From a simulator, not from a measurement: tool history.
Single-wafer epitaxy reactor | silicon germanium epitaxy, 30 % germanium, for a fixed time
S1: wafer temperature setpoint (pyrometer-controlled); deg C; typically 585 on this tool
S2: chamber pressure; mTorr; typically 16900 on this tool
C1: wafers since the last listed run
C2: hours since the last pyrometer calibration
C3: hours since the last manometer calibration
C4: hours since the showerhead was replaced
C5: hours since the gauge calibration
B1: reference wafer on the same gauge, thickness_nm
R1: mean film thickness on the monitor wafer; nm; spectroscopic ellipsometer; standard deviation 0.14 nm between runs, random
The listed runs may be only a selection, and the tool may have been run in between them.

run	hour	S1	S2	C1	C2	C3	C4	C5	B1	R1
1	0	585	16900	0	651.3	2409.2	5901.9	201.2	44.544	34.395
2	101.4	585	16900	1059	752.7	2510.6	6003.3	302.6	44.53	34.119
3	121.7	585	16900	212	773	2530.9	6023.6	322.9	44.498	34.205
# hour 220.7: gauge calibrated
4	222	582	13900	1048	873.3	2631.2	6123.9	1.3	44.502	29.768
5	246.1	582	13900	251	897.4	2655.3	6148	25.4	44.493	29.837
# hour 255.1: capacitance manometer re-zeroed and calibrated
6	268.5	585	14900	150	919.8	13.4	6170.4	47.8	44.51	32.669
# hour 294.8: pyrometer calibrated
7	295.3	585	14900	196	0.5	40.2	6197.2	74.6	44.429	35.36
8	310.8	581	13800	162	16	55.7	6212.7	90.1	44.479	31.925
9	344.9	585	16900	356	50.1	89.8	6246.8	124.2	44.482	36.653
# hour 356.2: showerhead replaced
10	366.7	576	14000	144	71.9	111.6	10.5	146	44.503	28.433
11	393.5	580	20300	280	98.7	138.4	37.3	172.8	44.483	35.206
12	425.5	585	19200	334	130.7	170.4	69.3	204.8	44.525	37.546
13	453.7	585	16900	294	158.9	198.6	97.5	233	44.476	35.528
14	481.9	598	18600	294	187.1	226.8	125.7	261.2	44.504	47.484

Each row is a separate what-if for the run after 14, all from the same tool condition, not one after another. Results?
A	482.3	585	19600	4	187.5	227.2	126.1	261.6	?	?
B	482.3	573	16900	4	187.5	227.2	126.1	261.6	?	?
C	482.3	597	18300	4	187.5	227.2	126.1	261.6	?	?
D	482.3	579	18200	4	187.5	227.2	126.1	261.6	?	?
E	482.3	577	19400	4	187.5	227.2	126.1	261.6	?	?

run	B1	R1
A	44.448	37.442
B	44.448	27.921
C	44.448	46.001
D	44.448	32.358
E	44.448	31.845
Without the tool's hidden state the same runs would have given:
run	R1
A	39.866
B	29.783
C	48.893
D	34.485
E	33.948
